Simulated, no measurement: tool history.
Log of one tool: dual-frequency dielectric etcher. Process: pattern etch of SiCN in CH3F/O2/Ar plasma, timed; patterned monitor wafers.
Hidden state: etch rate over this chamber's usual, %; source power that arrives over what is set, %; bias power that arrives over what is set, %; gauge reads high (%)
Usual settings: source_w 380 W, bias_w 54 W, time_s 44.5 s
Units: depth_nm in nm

run    hour  source_w  bias_w  time_s  wafers since the last listed run  hours since the last wet clean  hours since the last source power generator calibration  hours since the last bias power generator calibration  hours since the last upper electrode change  hours since the gauge calibration  read-back reference wafer on the same gauge, depth_nm  depth_nm
  1     0.0       380      54    44.5                                 0                             0.5                                                   4498.8                                                 2712.1                                       2726.3                             2047.2                                                  14.19     15.19
  2    12.4       380      54    44.5                               162                            12.9                                                   4511.2                                                 2724.5                                       2738.7                             2059.6                                                  14.19     15.14
  3    67.7       380      54    44.5                               724                            68.2                                                   4566.5                                                 2779.8                                       2794.0                             2114.9                                                  14.17     15.19
  4   126.0       310      54    44.5                               763                           126.5                                                   4624.8                                                 2838.1                                       2852.3                             2173.2                                                  14.19     13.32
  5   189.4       330      54    34.5                               830                           189.9                                                   4688.2                                                 2901.5                                       2915.7                             2236.6                                                  14.16     10.76
  6   218.3       330      54    34.5                               378                           218.8                                                   4717.1                                                 2930.4                                       2944.6                             2265.5                                                  14.17     10.70
  7   289.3       330      54    34.5                               930                           289.8                                                   4788.1                                                 3001.4                                       3015.6                             2336.5                                                  14.15     10.81
  8   325.0       320      64    44.5                               467                           325.5                                                   4823.8                                                 3037.1                                       3051.3                             2372.2                                                  14.15     14.80
  9   361.2       320      64    44.5                               474                           361.7                                                   4860.0                                                 3073.3                                       3087.5                             2408.4                                                  14.18     14.82
      430.1  -- gauge calibrated
      430.7  -- upper electrode replaced
      439.6  -- wet clean of the chamber
 10   440.1       380      54    44.5                               601                             0.5                                                   4938.9                                                 3152.2                                          9.4                               10.0                                                  14.41     15.51
 11   476.0       350      65    44.5                               470                            36.4                                                   4974.8                                                 3188.1                                         45.3                               45.9                                                  14.40     16.03
 12   523.1       430      54    44.5                               617                            83.5                                                   5021.9                                                 3235.2                                         92.4                               93.0                                                  14.37     16.69
 13   590.6       310      61    44.5                               884                           151.0                                                   5089.4                                                 3302.7                                        159.9                              160.5                                                  14.40     14.44
 14   645.0       460      62    57.0                               712                           205.4                                                   5143.8                                                 3357.1                                        214.3                              214.9                                                  14.37     23.60
      681.4  -- source power generator calibrated
 15   681.9       290      48    49.5                               430                           242.3                                                      0.5                                                 3394.0                                        251.2                              251.8                                                  14.40     13.36
 16   704.7       380      54    44.5                               298                           265.1                                                     23.3                                                 3416.8                                        274.0                              274.6                                                  14.35     15.35
 17   773.5       380      54    44.5                               901                           333.9                                                     92.1                                                 3485.6                                        342.8                              343.4                                                  14.36     15.49
 18   831.6       380      54    33.0                               761                           392.0                                                    150.2                                                 3543.7                                        400.9                              401.5                                                  14.38     11.43
      855.6  -- bias power generator calibrated
 19   885.4       380      54    44.5                               652                           445.8                                                    204.0                                                   29.8                                        454.7                              455.3                                                  14.35     15.32
 20   918.6       380      54    44.5                               434                           479.0                                                    237.2                                                   63.0                                        487.9                              488.5                                                  14.37     15.34
      965.1  -- wet clean of the chamber
 21   972.6       380      42    44.5                               393                             7.5                                                    291.2                                                  117.0                                        541.9                              542.5                                                  14.36     13.56
 22  1043.5       380      54    44.5                               928                            78.4                                                    362.1                                                  187.9                                        612.8                              613.4                                                  14.33     15.30
 23  1101.0       380      54    44.5                               753                           135.9                                                    419.6                                                  245.4                                        670.3                              670.9                                                  14.31     15.40
 24  1158.1       330      54    50.5                               748                           193.0                                                    476.7                                                  302.5                                        727.4                              728.0                                                  14.32     15.85
 25  1208.8       460      62    57.0                               664                           243.7                                                    527.4                                                  353.2                                        778.1                              778.7                                                  14.31     23.54
 26  1232.9       380      54    53.0                               315                           267.8                                                    551.5                                                  377.3                                        802.2                              802.8                                                  14.31     18.29
 27  1259.5       380      40    44.5                               348                           294.4                                                    578.1                                                  403.9                                        828.8                              829.4                                                  14.31     13.07
 28  1321.6       430      42    44.5                               813                           356.5                                                    640.2                                                  466.0                                        890.9                              891.5                                                  14.28     14.43
 29  1382.3       430      50    57.5                               795                           417.2                                                    700.9                                                  526.7                                        951.6                              952.2                                                  14.28     20.40

5 ways to go on from here, each from the tool as it stands after run 29. What would each give?
  A  1382.7       380      54    44.5                                 5                           417.6                                                    701.3                                                  527.1                                        952.0                              952.6                                                      ?         ?
  B  1382.7       440      64    31.5                                 5                           417.6                                                    701.3                                                  527.1                                        952.0                              952.6                                                      ?         ?
  C  1382.7       380      68    44.5                                 5                           417.6                                                    701.3                                                  527.1                                        952.0                              952.6                                                      ?         ?
  D  1382.7       440      61    50.0                                 5                           417.6                                                    701.3                                                  527.1                                        952.0                              952.6                                                      ?         ?
  E  1382.7       470      59    44.5                                 5                           417.6                                                    701.3                                                  527.1                                        952.0                              952.6                                                      ?         ?

run  read-back reference wafer on the same gauge, depth_nm  depth_nm
  A                                                  14.27     15.36
  B                                                  14.27     12.88
  C                                                  14.27     17.24
  D                                                  14.27     19.98
  E                                                  14.27     18.14
Without the tool's hidden state the same runs would have given:
run  depth_nm
  A     15.48
  B     12.99
  C     17.37
  D     20.14
  E     18.29

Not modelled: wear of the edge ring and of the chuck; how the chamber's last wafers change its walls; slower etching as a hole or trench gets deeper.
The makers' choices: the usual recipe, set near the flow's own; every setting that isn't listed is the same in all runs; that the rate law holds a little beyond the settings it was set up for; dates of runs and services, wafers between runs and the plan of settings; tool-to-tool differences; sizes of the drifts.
